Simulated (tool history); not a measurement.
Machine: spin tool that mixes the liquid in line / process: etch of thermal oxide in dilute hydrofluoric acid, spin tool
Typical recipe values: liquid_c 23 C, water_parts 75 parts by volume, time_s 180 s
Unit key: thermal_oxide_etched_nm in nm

run   hour  liquid_c  water_parts  time_s  wafers since the last listed run  hours since the thermometer was replaced  hours since the hydrofluoric acid flow meter was replaced  hours since the gauge calibration  read-back film thickness of the thermal oxide reference wafer, read on the same gauge (nm)  thermal_oxide_etched_nm
  1      0        23           75     155                                 0                                    1911.1                                                      743.8                              171.8                                                                                          60                    11.08
  2   11.2        23           75     155                                54                                    1922.3                                                        755                                183                                                                                       60.02                    11.24
  3     27        23           75     180                                76                                    1938.1                                                      770.8                              198.8                                                                                       60.03                     12.9
  4     40        23           75     180                                63                                    1951.1                                                      783.8                              211.8                                                                                       60.02                    12.99
  5   49.7        23           75     180                                47                                    1960.8                                                      793.5                              221.5                                                                                          60                    13.08
  6     62        23           75     180                                59                                    1973.1                                                      805.8                              233.8                                                                                       59.99                    13.27
  7   70.7        23           75     180                                42                                    1981.8                                                      814.5                              242.5                                                                                       59.97                     13.2
  8   86.3        23           75     180                                75                                    1997.4                                                      830.1                              258.1                                                                                       59.99                    13.15
  9   96.6        23           75     180                                50                                    2007.7                                                      840.4                              268.4                                                                                       60.01                    13.13
 10  113.2        23           75     180                                80                                    2024.3                                                        857                                285                                                                                       60.04                    13.25
 11  122.5        23           75     180                                45                                    2033.6                                                      866.3                              294.3                                                                                       60.04                    13.17
 12  128.6        23           75     180                                29                                    2039.7                                                      872.4                              300.4                                                                                          60                    13.27
 13  144.2        23           75     180                                75                                    2055.3                                                        888                                316                                                                                       60.03                    13.23
     152.1  -- gauge calibrated
 14    158        23           75     180                                67                                    2069.1                                                      901.8                                5.9                                                                                       59.99                    13.22
 15  165.7        23           75     180                                37                                    2076.8                                                      909.5                               13.6                                                                                       59.99                    13.27
 16  175.1        23          105     265                                45                                    2086.2                                                      918.9                                 23                                                                                       59.94                    13.56
 17  189.6        18           45     220                                70                                    2100.7                                                      933.4                               37.5                                                                                       59.96                    22.53
 18  204.8      25.5          105     180                                74                                    2115.9                                                      948.6                               52.7                                                                                       59.95                     10.1
     212.9  -- hydrofluoric acid flow meter replaced
     221.9  -- thermometer replaced
 19  225.8        26           35     255                                92                                       3.9                                                       12.9                               73.7                                                                                          60                    41.59
 20  234.4        23           75     180                                41                                      12.5                                                       21.5                               82.3                                                                                          60                    11.46
 21  243.7        27          105     125                                45                                      21.8                                                       30.8                               91.6                                                                                       60.02                     6.49
 22  256.1      27.5           75     180                                60                                      34.2                                                       43.2                                104                                                                                          60                    13.85
 23  271.5        23           75     180                                74                                      49.6                                                       58.6                              119.4                                                                                       59.95                    11.58
 24  280.9        25          100     135                                45                                        59                                                         68                              128.8                                                                                       59.99                     6.88
 25  287.9        23           75     180                                34                                        66                                                         75                              135.8                                                                                       60.03                    11.61
 26  301.4        23           75     180                                65                                      79.5                                                       88.5                              149.3                                                                                       60.04                    11.61
 27  315.5        23           75     180                                68                                      93.6                                                      102.6                              163.4                                                                                       59.96                    11.69
 28  323.2      24.5           45     150                                37                                     101.3                                                      110.3                              171.1                                                                                       59.96                    18.07
 29  330.2        27           40      90                                34                                     108.3                                                      117.3                              178.1                                                                                       59.95                     13.5
 30  341.2      21.5           45      85                                53                                     119.3                                                      128.3                              189.1                                                                                       59.98                     8.94

Some steps in thermal_oxide_etched_nm, run to run, broken into two amounts with sign: the step expected even without the hidden condition (settings, incoming material, random variation), and the rest, left for the hidden condition together with whatever gauge scatter is not in both the measured and the hidden-condition-free result:
What the log doesn't record here: liquid hotter than its thermometer reads (K); hydrofluoric acid flow above the setpoint (%); gauge reads high (%).
Run 16 -> 17: liquid_c 23 -> 18, water_parts 105 -> 45, time_s 265 -> 220. thermal_oxide_etched_nm +8.97 nm: hidden state +1.18, all else +7.79.
Run 17 -> 18: liquid_c 18 -> 25.5, water_parts 45 -> 105, time_s 220 -> 180. thermal_oxide_etched_nm -12.43 nm: hidden state -1.66, all else -10.77.
Run 18 -> 19: liquid_c 25.5 -> 26, water_parts 105 -> 35, time_s 180 -> 255, hydrofluoric acid flow meter replaced, thermometer replaced. thermal_oxide_etched_nm +31.49 nm: hidden state -0.94, all else +32.43.
Run 19 -> 20: liquid_c 26 -> 23, water_parts 35 -> 75, time_s 255 -> 180. thermal_oxide_etched_nm -30.13 nm: hidden state -0.43, all else -29.7.
